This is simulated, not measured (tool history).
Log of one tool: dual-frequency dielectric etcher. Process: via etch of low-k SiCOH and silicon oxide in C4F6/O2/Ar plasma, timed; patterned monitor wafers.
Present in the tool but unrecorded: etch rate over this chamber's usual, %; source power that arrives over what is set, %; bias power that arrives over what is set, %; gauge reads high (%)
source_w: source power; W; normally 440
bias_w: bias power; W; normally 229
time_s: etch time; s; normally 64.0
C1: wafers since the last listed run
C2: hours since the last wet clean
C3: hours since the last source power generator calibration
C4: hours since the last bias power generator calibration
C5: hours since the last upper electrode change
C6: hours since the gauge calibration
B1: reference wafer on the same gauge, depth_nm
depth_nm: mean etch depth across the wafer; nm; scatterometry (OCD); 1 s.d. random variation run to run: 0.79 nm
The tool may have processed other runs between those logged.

Run 1, day 0.000: usual settings; C1 0; C2 63.3; C3 1561.4; C4 3726.0; C5 5065.3; C6 949.2; B1 182.4. Result: depth_nm 193.1 nm.
At day 0.767: gauge calibrated.
Run 2, day 1.158: usual settings but bias_w 184 W; C1 248; C2 91.1; C3 1589.2; C4 3753.8; C5 5093.1; C6 9.4; B1 182.1. Result: depth_nm 182.5 nm.
Run 3, day 2.662: usual settings; C1 322; C2 127.2; C3 1625.3; C4 3789.9; C5 5129.2; C6 45.5; B1 181.9. Result: depth_nm 193.9 nm.
Run 4, day 5.258: usual settings; C1 557; C2 189.5; C3 1687.6; C4 3852.2; C5 5191.5; C6 107.8; B1 182.0. Result: depth_nm 193.0 nm.
Run 5, day 7.992: usual settings; C1 586; C2 255.1; C3 1753.2; C4 3917.8; C5 5257.1; C6 173.4; B1 181.7. Result: depth_nm 191.2 nm.
Run 6, day 10.733: usual settings; C1 588; C2 320.9; C3 1819.0; C4 3983.6; C5 5322.9; C6 239.2; B1 182.1. Result: depth_nm 191.2 nm.
Run 7, day 11.746: usual settings; C1 217; C2 345.2; C3 1843.3; C4 4007.9; C5 5347.2; C6 263.5; B1 181.8. Result: depth_nm 188.9 nm.
Run 8, day 13.554: usual settings; C1 388; C2 388.6; C3 1886.7; C4 4051.3; C5 5390.6; C6 306.9; B1 182.0. Result: depth_nm 190.3 nm.
At day 15.142: wet clean of the chamber, repeated, since the last time left the tool worse.
Run 9, day 15.412: usual settings; C1 184; C2 6.5; C3 1931.3; C4 4095.9; C5 5435.2; C6 351.5; B1 182.4. Result: depth_nm 203.0 nm.
At day 16.346: source power generator calibrated.
Run 10, day 17.571: usual settings but source_w 420 W; C1 427; C2 58.3; C3 29.4; C4 4147.7; C5 5487.0; C6 403.3; B1 182.0. Result: depth_nm 199.9 nm.
Run 11, day 19.238: usual settings; C1 357; C2 98.3; C3 69.4; C4 4187.7; C5 5527.0; C6 443.3; B1 181.7. Result: depth_nm 202.9 nm.
Run 12, day 20.325: usual settings; C1 233; C2 124.4; C3 95.5; C4 4213.8; C5 5553.1; C6 469.4; B1 182.0. Result: depth_nm 200.5 nm.
Run 13, day 23.029: usual settings but source_w 530 W, bias_w 264 W, time_s 52.5 s; C1 580; C2 189.3; C3 160.4; C4 4278.7; C5 5618.0; C6 534.3; B1 182.0. Result: depth_nm 181.9 nm.
Run 14, day 25.712: usual settings but bias_w 183 W, time_s 46.5 s; C1 575; C2 253.7; C3 224.8; C4 4343.1; C5 5682.4; C6 598.7; B1 182.1. Result: depth_nm 137.6 nm.
Run 15, day 28.442: usual settings but source_w 330 W, bias_w 207 W, time_s 47.0 s; C1 585; C2 319.2; C3 290.3; C4 4408.6; C5 5747.9; C6 664.2; B1 182.3. Result: depth_nm 129.5 nm.
At day 30.450: wet clean of the chamber.
Run 16, day 30.654: usual settings but source_w 490 W, time_s 58.5 s; C1 260; C2 4.9; C3 343.4; C4 4461.7; C5 5801.0; C6 717.3; B1 181.8. Result: depth_nm 193.7 nm.
Run 17, day 33.275: usual settings but source_w 370 W, bias_w 214 W, time_s 73.5 s; C1 562; C2 67.8; C3 406.3; C4 4524.6; C5 5863.9; C6 780.2; B1 182.0. Result: depth_nm 215.5 nm.
At day 35.579: bias power generator calibrated.
Run 18, day 36.254: usual settings; C1 603; C2 139.3; C3 477.8; C4 16.2; C5 5935.4; C6 851.7; B1 181.9. Result: depth_nm 201.0 nm.
Run 19, day 38.779: usual settings but source_w 410 W, bias_w 173 W, time_s 47.0 s; C1 542; C2 199.9; C3 538.4; C4 76.8; C5 5996.0; C6 912.3; B1 182.2. Result: depth_nm 134.1 nm.
At day 40.304: upper electrode replaced.
Run 20, day 40.325: usual settings; C1 117; C2 237.0; C3 575.5; C4 113.9; C5 0.5; C6 949.4; B1 182.2. Result: depth_nm 199.5 nm.
Run 21, day 41.200: usual settings but bias_w 256 W; C1 187; C2 258.0; C3 596.5; C4 134.9; C5 21.5; C6 970.4; B1 181.9. Result: depth_nm 205.3 nm.
At day 45.138: gauge calibrated.
At day 49.742: wet clean of the chamber.
Run 22, day 49.762: usual settings but bias_w 273 W; C1 1623; C2 0.5; C3 802.0; C4 340.4; C5 227.0; C6 111.0; B1 182.1. Result: depth_nm 213.8 nm.
Run 23, day 51.408: usual settings but source_w 490 W, bias_w 255 W, time_s 77.0 s; C1 353; C2 40.0; C3 841.5; C4 379.9; C5 266.5; C6 150.5; B1 182.1. Result: depth_nm 260.3 nm.
Run 24, day 53.854: usual settings but source_w 370 W, bias_w 183 W, time_s 52.5 s; C1 525; C2 98.7; C3 900.2; C4 438.6; C5 325.2; C6 209.2; B1 181.9. Result: depth_nm 148.7 nm.
Run 25, day 55.308: usual settings but source_w 370 W, bias_w 214 W, time_s 73.5 s; C1 312; C2 133.6; C3 935.1; C4 473.5; C5 360.1; C6 244.1; B1 182.2. Result: depth_nm 213.9 nm.
Run 26, day 57.754: usual settings but source_w 380 W, bias_w 276 W, time_s 55.0 s; C1 525; C2 192.3; C3 993.8; C4 532.2; C5 418.8; C6 302.8; B1 182.0. Result: depth_nm 174.0 nm.
Run 27, day 59.396: usual settings but source_w 390 W, bias_w 200 W, time_s 46.0 s; C1 352; C2 231.7; C3 1033.2; C4 571.6; C5 458.2; C6 342.2; B1 182.1. Result: depth_nm 134.5 nm.

Run 28 has not been measured yet. What should we expect?
Run 28, day 61.492: usual settings but source_w 350 W; C1 449; C2 282.0; C3 1083.5; C4 621.9; C5 508.5; C6 392.5; B1 ?. Result: depth_nm ?.

{"run 28": {"B1": 181.9, "depth_nm": 186.8}}
On a tool with no hidden condition, and with the same random variation, this run would have come out at depth_nm 189.8 nm.

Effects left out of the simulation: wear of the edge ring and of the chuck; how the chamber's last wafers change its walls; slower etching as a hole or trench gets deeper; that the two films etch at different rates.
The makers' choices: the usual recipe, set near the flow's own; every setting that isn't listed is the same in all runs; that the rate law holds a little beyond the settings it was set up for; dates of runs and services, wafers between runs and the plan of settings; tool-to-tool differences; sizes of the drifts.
